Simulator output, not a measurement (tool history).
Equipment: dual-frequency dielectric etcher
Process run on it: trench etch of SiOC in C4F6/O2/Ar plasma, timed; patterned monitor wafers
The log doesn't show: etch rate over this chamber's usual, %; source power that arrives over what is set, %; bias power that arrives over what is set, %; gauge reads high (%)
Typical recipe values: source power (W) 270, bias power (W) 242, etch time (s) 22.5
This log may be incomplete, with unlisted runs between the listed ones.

run	day	source power (W)	bias power (W)	etch time (s)	wafers since the last listed run	hours since the last wet clean	hours since the last source power generator calibration	hours since the last bias power generator calibration	hours since the last upper electrode change	hours since the gauge calibration	read-back reference wafer on the same gauge, depth_nm	mean etch depth across the wafer (Å)
1	0.000	270	242	21.0	0	53.4	4133.7	3472.3	2888.6	394.8	57.99	449.3
2	4.033	270	242	21.0	1519	150.2	4230.5	3569.1	2985.4	491.6	57.99	447.5
3	8.383	270	242	22.5	1638	254.6	4334.9	3673.5	3089.8	596.0	57.97	476.9
4	10.029	270	242	22.5	619	294.1	4374.4	3713.0	3129.3	635.5	58.00	474.7
# day 12.362: wet clean of the chamber
5	12.383	270	242	22.5	510	0.5	4430.9	3769.5	3185.8	692.0	58.00	480.6
6	14.817	270	242	22.5	916	58.9	4489.3	3827.9	3244.2	750.4	58.01	479.0
# day 15.250: gauge calibrated
7	17.829	270	242	22.5	1134	131.2	4561.6	3900.2	3316.5	61.9	57.98	477.2
8	20.225	230	242	22.5	902	188.7	4619.1	3957.7	3374.0	119.4	58.03	432.0
9	24.033	250	242	22.5	1434	280.1	4710.5	4049.1	3465.4	210.8	57.97	453.4
# day 26.408: wet clean of the chamber
10	26.929	270	285	25.0	714	12.5	4780.0	4118.6	3534.9	280.3	57.99	567.1

What does the tool deliver on the next run?
# day 27.546: source power generator calibrated
11	28.671	240	222	22.5	593	54.3	27.0	4160.4	3576.7	322.1	?	?

Run 11 produced read-back reference wafer on the same gauge, depth_nm 58.01, mean etch depth across the wafer (Å) 449.4.
Had the tool carried no hidden state, the very same run would have given mean etch depth across the wafer (Å) 448.3.

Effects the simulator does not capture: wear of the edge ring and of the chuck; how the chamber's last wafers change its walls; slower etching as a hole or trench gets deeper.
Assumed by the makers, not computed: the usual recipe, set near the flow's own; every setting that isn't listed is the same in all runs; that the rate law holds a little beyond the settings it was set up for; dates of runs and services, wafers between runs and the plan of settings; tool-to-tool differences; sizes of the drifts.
